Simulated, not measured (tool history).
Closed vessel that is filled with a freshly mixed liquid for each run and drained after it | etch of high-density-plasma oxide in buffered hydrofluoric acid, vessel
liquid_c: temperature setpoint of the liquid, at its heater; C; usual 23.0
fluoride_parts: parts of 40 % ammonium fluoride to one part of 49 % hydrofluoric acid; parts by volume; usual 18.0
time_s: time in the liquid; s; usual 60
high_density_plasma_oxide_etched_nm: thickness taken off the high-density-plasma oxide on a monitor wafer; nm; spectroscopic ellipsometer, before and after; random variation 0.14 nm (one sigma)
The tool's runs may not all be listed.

| run | hour | liquid_c | fluoride_parts | time_s | read-back film thickness of the high-density-plasma oxide reference wafer, read on the same gauge (nm) | high_density_plasma_oxide_etched_nm |
|---|---|---|---|---|---|---|
| 1 | 0.0 | 23.0 | 18.0 | 60 | 130.75 | 42.06 |
| 2 | 47.2 | 23.0 | 18.0 | 60 | 131.01 | 42.31 |
|  | 77.3 | thermometer replaced |
| 3 | 105.5 | 23.0 | 18.0 | 60 | 131.30 | 42.26 |
| 4 | 174.4 | 23.0 | 15.0 | 45 | 131.59 | 38.04 |
| 5 | 210.2 | 23.0 | 15.0 | 45 | 131.71 | 38.26 |
| 6 | 254.4 | 23.0 | 15.0 | 45 | 131.86 | 38.03 |
| 7 | 297.4 | 23.0 | 18.0 | 60 | 132.01 | 42.69 |
| 8 | 438.1 | 23.0 | 18.0 | 60 | 132.31 | 42.49 |
| 9 | 467.4 | 23.0 | 18.0 | 60 | 132.37 | 42.41 |
|  | 527.2 | hydrofluoric acid flow meter replaced |
| 10 | 533.2 | 23.0 | 18.0 | 60 | 132.48 | 42.51 |
| 11 | 600.1 | 23.0 | 18.0 | 60 | 132.52 | 42.67 |
| 12 | 648.9 | 23.0 | 16.0 | 60 | 132.57 | 47.85 |
| 13 | 674.1 | 23.0 | 16.0 | 60 | 132.59 | 48.06 |
| 14 | 708.0 | 23.0 | 12.5 | 70 | 132.66 | 71.05 |
| 15 | 755.0 | 23.0 | 18.0 | 60 | 132.65 | 42.54 |
| 16 | 816.2 | 25.5 | 22.0 | 40 | 132.72 | 27.62 |
|  | 861.1 | thermometer replaced |
| 17 | 865.7 | 21.5 | 18.0 | 80 | 132.75 | 52.05 |
| 18 | 896.0 | 23.0 | 18.0 | 60 | 132.76 | 42.52 |
| 19 | 925.3 | 18.0 | 18.0 | 35 | 132.80 | 18.95 |
|  | 955.8 | gauge calibrated |
| 20 | 1096.6 | 25.0 | 22.5 | 45 | 130.95 | 29.32 |
| 21 | 1141.3 | 23.0 | 18.0 | 60 | 131.13 | 42.21 |
| 22 | 1178.1 | 23.0 | 18.0 | 60 | 131.31 | 42.44 |
| 23 | 1232.9 | 26.5 | 18.0 | 75 | 131.48 | 64.12 |
| 24 | 1285.0 | 21.5 | 23.0 | 80 | 131.63 | 42.46 |
| 25 | 1326.0 | 23.0 | 18.0 | 60 | 131.76 | 42.64 |
| 26 | 1369.8 | 24.5 | 20.5 | 60 | 131.88 | 40.89 |

Forecast each of these 4 alternatives for the next run:
| A | 1370.5 | 23.0 | 18.0 | 75 | ? | ? |
| B | 1370.5 | 23.0 | 11.5 | 30 | ? | ? |
| C | 1370.5 | 18.5 | 18.0 | 30 | ? | ? |
| D | 1370.5 | 25.0 | 13.5 | 30 | ? | ? |

| run | read-back film thickness of the high-density-plasma oxide reference wafer, read on the same gauge (nm) | high_density_plasma_oxide_etched_nm |
|---|---|---|
| A | 131.90 | 53.29 |
| B | 131.90 | 33.09 |
| C | 131.90 | 16.58 |
| D | 131.90 | 31.55 |
Without the tool's hidden state the same runs would have given:
| run | high_density_plasma_oxide_etched_nm |
|---|---|
| A | 52.53 |
| B | 32.62 |
| C | 16.34 |
| D | 31.10 |

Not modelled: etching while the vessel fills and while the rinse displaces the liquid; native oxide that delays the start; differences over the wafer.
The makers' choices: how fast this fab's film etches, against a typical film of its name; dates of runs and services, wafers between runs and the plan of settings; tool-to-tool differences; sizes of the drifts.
